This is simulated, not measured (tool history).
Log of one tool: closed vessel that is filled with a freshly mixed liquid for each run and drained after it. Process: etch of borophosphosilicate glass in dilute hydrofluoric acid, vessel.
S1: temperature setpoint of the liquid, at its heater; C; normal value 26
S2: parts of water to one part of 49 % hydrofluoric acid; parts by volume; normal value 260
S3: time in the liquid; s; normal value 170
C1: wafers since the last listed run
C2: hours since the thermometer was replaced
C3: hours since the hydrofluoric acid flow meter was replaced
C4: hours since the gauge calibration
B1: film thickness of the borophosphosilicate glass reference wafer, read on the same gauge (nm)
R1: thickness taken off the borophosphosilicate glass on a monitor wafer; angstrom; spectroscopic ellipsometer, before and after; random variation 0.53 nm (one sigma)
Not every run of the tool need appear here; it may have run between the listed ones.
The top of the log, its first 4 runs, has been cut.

run    hour    S1   S2   S3     C1     C2      C3      C4     B1     R1
  5   310.6    26  260  170   3569  705.2   242.4  1557.8  71.51  561.8
  6   388.2    26  260  145   6564  782.8     320  1635.4  71.54    483
  7     464    26  260  145   6412  858.6   395.8  1711.2  71.64  482.1
  8   536.4    26  290  170   6124    931   468.2  1783.6  71.68  487.3
      564.9  -- thermometer replaced
  9   624.5    26  260  170   7368   59.6   556.3  1871.7  71.71  562.3
 10   773.8    26  260  170  12629  208.9   705.6    2021  71.84  566.2
 11   856.8    26  260  170   7021  291.9   788.6    2104  71.98  559.1
 12  1082.5    26  260  170  19092  517.6  1014.3  2329.7  72.17  555.4
 13  1120.9    26  260  170   3248    556  1052.7  2368.1  72.17    563
 14  1216.8    26  260   85   8112  651.9  1148.6    2464  72.29    281
     1274.9  -- hydrofluoric acid flow meter replaced
 15  1280.8    29  260  170   5329  715.9     5.9    2528  72.32  625.2
 16    1339    26  130   90   4923  774.1    64.1  2586.2  72.39  690.8
       1394  -- thermometer replaced
 17  1408.4  22.5  225  170   5786   14.4   133.5  2655.6  72.43    598
 18    1498    22  145  100   7579    104   223.1  2745.2   72.5  589.6
 19  1548.8    26  260  170   4297  154.8   273.9    2796  72.56    579
 20  1611.5    26  260  170   5303  217.5   336.6  2858.7  72.58  570.8
     1655.2  -- gauge calibrated
 21  1699.1  22.5  355  170   7410  305.1   424.2    43.9  69.79  316.6
 22  1759.5    26  220  110   5109  365.5   484.6   104.3  69.87    444
 23  1866.8  24.5  375  100   9076  472.8   591.9   211.6  69.96  190.3
 24  1962.5  23.5  330  255   8095  568.5   687.6   307.3  70.05  561.5
 25  2041.9    26  305  170   6716  647.9     767   386.7  70.12  446.3
 26  2111.5    26  260  125   5887  717.5   836.6   456.3  70.13  408.2

Run 27 is up next; what results do you expect?
 27  2161.8  26  260  170  4255  767.8  886.9  506.6   ?   ?

For run 27 the tool returned B1 70.19, R1 547 angstrom.
Without the tool's hidden state the same run would have given R1 545.3 angstrom.
